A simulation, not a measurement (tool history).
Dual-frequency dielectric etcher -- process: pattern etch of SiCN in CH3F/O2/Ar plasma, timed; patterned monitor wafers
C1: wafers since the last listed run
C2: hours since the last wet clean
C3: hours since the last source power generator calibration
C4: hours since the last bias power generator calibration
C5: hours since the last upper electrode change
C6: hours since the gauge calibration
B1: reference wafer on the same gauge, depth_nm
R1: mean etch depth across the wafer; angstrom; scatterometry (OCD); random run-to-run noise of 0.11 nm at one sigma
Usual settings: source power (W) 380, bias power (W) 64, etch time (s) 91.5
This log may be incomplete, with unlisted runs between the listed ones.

{"run": 1, "hour": 0.0, "source power (W)": 380, "bias power (W)": 64, "etch time (s)": 91.5, "C1": 0, "C2": 308.0, "C3": 2459.7, "C4": 393.9, "C5": 2193.4, "C6": 514.7, "B1": 35.51, "R1": 322.7}
{"run": 2, "hour": 75.2, "source power (W)": 380, "bias power (W)": 64, "etch time (s)": 91.5, "C1": 701, "C2": 383.2, "C3": 2534.9, "C4": 469.1, "C5": 2268.6, "C6": 589.9, "B1": 35.5, "R1": 317.9}
{"run": 3, "hour": 117.9, "source power (W)": 380, "bias power (W)": 64, "etch time (s)": 91.5, "C1": 398, "C2": 425.9, "C3": 2577.6, "C4": 511.8, "C5": 2311.3, "C6": 632.6, "B1": 35.49, "R1": 319.2}
{"run": 4, "hour": 190.2, "source power (W)": 450, "bias power (W)": 64, "etch time (s)": 91.5, "C1": 674, "C2": 498.2, "C3": 2649.9, "C4": 584.1, "C5": 2383.6, "C6": 704.9, "B1": 35.49, "R1": 338.9}
{"hour": 276.7, "done": "wet clean of the chamber"}
{"run": 5, "hour": 294.7, "source power (W)": 450, "bias power (W)": 64, "etch time (s)": 91.5, "C1": 750, "C2": 18.0, "C3": 2754.4, "C4": 688.6, "C5": 2488.1, "C6": 809.4, "B1": 35.51, "R1": 350.8}
{"run": 6, "hour": 335.8, "source power (W)": 380, "bias power (W)": 64, "etch time (s)": 82.0, "C1": 383, "C2": 59.1, "C3": 2795.5, "C4": 729.7, "C5": 2529.2, "C6": 850.5, "B1": 35.5, "R1": 289.1}
{"run": 7, "hour": 406.1, "source power (W)": 380, "bias power (W)": 64, "etch time (s)": 91.5, "C1": 655, "C2": 129.4, "C3": 2865.8, "C4": 800.0, "C5": 2599.5, "C6": 920.8, "B1": 35.5, "R1": 321.7}
{"run": 8, "hour": 487.4, "source power (W)": 380, "bias power (W)": 64, "etch time (s)": 91.5, "C1": 758, "C2": 210.7, "C3": 2947.1, "C4": 881.3, "C5": 2680.8, "C6": 1002.1, "B1": 35.51, "R1": 319.8}
{"run": 9, "hour": 523.7, "source power (W)": 310, "bias power (W)": 64, "etch time (s)": 77.0, "C1": 338, "C2": 247.0, "C3": 2983.4, "C4": 917.6, "C5": 2717.1, "C6": 1038.4, "B1": 35.5, "R1": 246.5}
{"run": 10, "hour": 604.8, "source power (W)": 380, "bias power (W)": 64, "etch time (s)": 91.5, "C1": 756, "C2": 328.1, "C3": 3064.5, "C4": 998.7, "C5": 2798.2, "C6": 1119.5, "B1": 35.51, "R1": 317.3}
{"hour": 668.5, "done": "gauge calibrated"}
{"run": 11, "hour": 712.3, "source power (W)": 380, "bias power (W)": 64, "etch time (s)": 91.5, "C1": 1002, "C2": 435.6, "C3": 3172.0, "C4": 1106.2, "C5": 2905.7, "C6": 43.8, "B1": 35.51, "R1": 317.1}
{"hour": 784.6, "done": "upper electrode replaced"}
{"run": 12, "hour": 798.1, "source power (W)": 380, "bias power (W)": 64, "etch time (s)": 91.5, "C1": 576, "C2": 521.4, "C3": 3257.8, "C4": 1192.0, "C5": 13.5, "C6": 129.6, "B1": 35.53, "R1": 314.3}
{"run": 13, "hour": 842.4, "source power (W)": 380, "bias power (W)": 77, "etch time (s)": 91.5, "C1": 413, "C2": 565.7, "C3": 3302.1, "C4": 1236.3, "C5": 57.8, "C6": 173.9, "B1": 35.51, "R1": 332.9}
{"hour": 886.7, "done": "wet clean of the chamber"}
{"run": 14, "hour": 941.6, "source power (W)": 380, "bias power (W)": 64, "etch time (s)": 91.5, "C1": 701, "C2": 54.9, "C3": 3401.3, "C4": 1335.5, "C5": 157.0, "C6": 273.1, "B1": 35.51, "R1": 326.7}
{"run": 15, "hour": 1026.8, "source power (W)": 440, "bias power (W)": 64, "etch time (s)": 77.5, "C1": 794, "C2": 140.1, "C3": 3486.5, "C4": 1420.7, "C5": 242.2, "C6": 358.3, "B1": 35.51, "R1": 292.2}
{"hour": 1036.9, "done": "source power generator calibrated"}
{"run": 16, "hour": 1076.8, "source power (W)": 380, "bias power (W)": 64, "etch time (s)": 91.5, "C1": 428, "C2": 190.1, "C3": 39.9, "C4": 1470.7, "C5": 292.2, "C6": 408.3, "B1": 35.48, "R1": 315.4}
{"run": 17, "hour": 1112.8, "source power (W)": 300, "bias power (W)": 50, "etch time (s)": 107.5, "C1": 335, "C2": 226.1, "C3": 75.9, "C4": 1506.7, "C5": 328.2, "C6": 444.3, "B1": 35.5, "R1": 306.6}
{"run": 18, "hour": 1198.7, "source power (W)": 280, "bias power (W)": 56, "etch time (s)": 91.5, "C1": 800, "C2": 312.0, "C3": 161.8, "C4": 1592.6, "C5": 414.1, "C6": 530.2, "B1": 35.52, "R1": 263.1}
{"run": 19, "hour": 1306.2, "source power (W)": 380, "bias power (W)": 64, "etch time (s)": 91.5, "C1": 1002, "C2": 419.5, "C3": 269.3, "C4": 1700.1, "C5": 521.6, "C6": 637.7, "B1": 35.52, "R1": 312.8}
{"hour": 1334.5, "done": "bias power generator calibrated"}
{"hour": 1417.5, "done": "wet clean of the chamber"}
{"run": 20, "hour": 1555.4, "source power (W)": 420, "bias power (W)": 49, "etch time (s)": 91.5, "C1": 2062, "C2": 137.9, "C3": 518.5, "C4": 220.9, "C5": 770.8, "C6": 886.9, "B1": 35.52, "R1": 305.4}
{"run": 21, "hour": 1593.8, "source power (W)": 320, "bias power (W)": 80, "etch time (s)": 69.5, "C1": 358, "C2": 176.3, "C3": 556.9, "C4": 259.3, "C5": 809.2, "C6": 925.3, "B1": 35.5, "R1": 245.5}
{"run": 22, "hour": 1680.9, "source power (W)": 380, "bias power (W)": 64, "etch time (s)": 91.5, "C1": 812, "C2": 263.4, "C3": 644.0, "C4": 346.4, "C5": 896.3, "C6": 1012.4, "B1": 35.5, "R1": 316.4}
{"run": 23, "hour": 1773.6, "source power (W)": 350, "bias power (W)": 77, "etch time (s)": 99.0, "C1": 864, "C2": 356.1, "C3": 736.7, "C4": 439.1, "C5": 989.0, "C6": 1105.1, "B1": 35.49, "R1": 353.5}
{"run": 24, "hour": 1821.4, "source power (W)": 440, "bias power (W)": 78, "etch time (s)": 91.5, "C1": 445, "C2": 403.9, "C3": 784.5, "C4": 486.9, "C5": 1036.8, "C6": 1152.9, "B1": 35.5, "R1": 361.2}
{"run": 25, "hour": 1871.6, "source power (W)": 420, "bias power (W)": 64, "etch time (s)": 112.0, "C1": 468, "C2": 454.1, "C3": 834.7, "C4": 537.1, "C5": 1087.0, "C6": 1203.1, "B1": 35.51, "R1": 402.0}
{"hour": 1872.4, "done": "gauge calibrated"}
{"hour": 1953.6, "done": "wet clean of the chamber"}
{"run": 26, "hour": 1954.1, "source power (W)": 410, "bias power (W)": 55, "etch time (s)": 102.5, "C1": 545, "C2": 0.5, "C3": 917.2, "C4": 619.6, "C5": 1169.5, "C6": 81.7, "B1": 35.52, "R1": 358.2}
{"run": 27, "hour": 1988.8, "source power (W)": 280, "bias power (W)": 72, "etch time (s)": 91.5, "C1": 323, "C2": 35.2, "C3": 951.9, "C4": 654.3, "C5": 1204.2, "C6": 116.4, "B1": 35.46, "R1": 297.4}
{"run": 28, "hour": 2042.1, "source power (W)": 380, "bias power (W)": 64, "etch time (s)": 110.5, "C1": 496, "C2": 88.5, "C3": 1005.2, "C4": 707.6, "C5": 1257.5, "C6": 169.7, "B1": 35.49, "R1": 387.8}
{"run": 29, "hour": 2081.9, "source power (W)": 330, "bias power (W)": 64, "etch time (s)": 109.0, "C1": 371, "C2": 128.3, "C3": 1045.0, "C4": 747.4, "C5": 1297.3, "C6": 209.5, "B1": 35.49, "R1": 362.4}

Predict each of these 3 candidate next runs independently; none follows another, all start after run 29:
{"run": "A", "hour": 2082.3, "source power (W)": 380, "bias power (W)": 70, "etch time (s)": 91.5, "C1": 3, "C2": 128.7, "C3": 1045.4, "C4": 747.8, "C5": 1297.7, "C6": 209.9, "B1": "?", "R1": "?"}
{"run": "B", "hour": 2082.3, "source power (W)": 440, "bias power (W)": 64, "etch time (s)": 76.0, "C1": 3, "C2": 128.7, "C3": 1045.4, "C4": 747.8, "C5": 1297.7, "C6": 209.9, "B1": "?", "R1": "?"}
{"run": "C", "hour": 2082.3, "source power (W)": 380, "bias power (W)": 80, "etch time (s)": 114.5, "C1": 3, "C2": 128.7, "C3": 1045.4, "C4": 747.8, "C5": 1297.7, "C6": 209.9, "B1": "?", "R1": "?"}

run=A B1=35.52 R1=333.9
run=B B1=35.52 R1=285.8
run=C B1=35.52 R1=438.4
Without the tool's hidden state the same runs would have given:
run=A R1=331.4
run=B R1=283.6
run=C R1=435.1
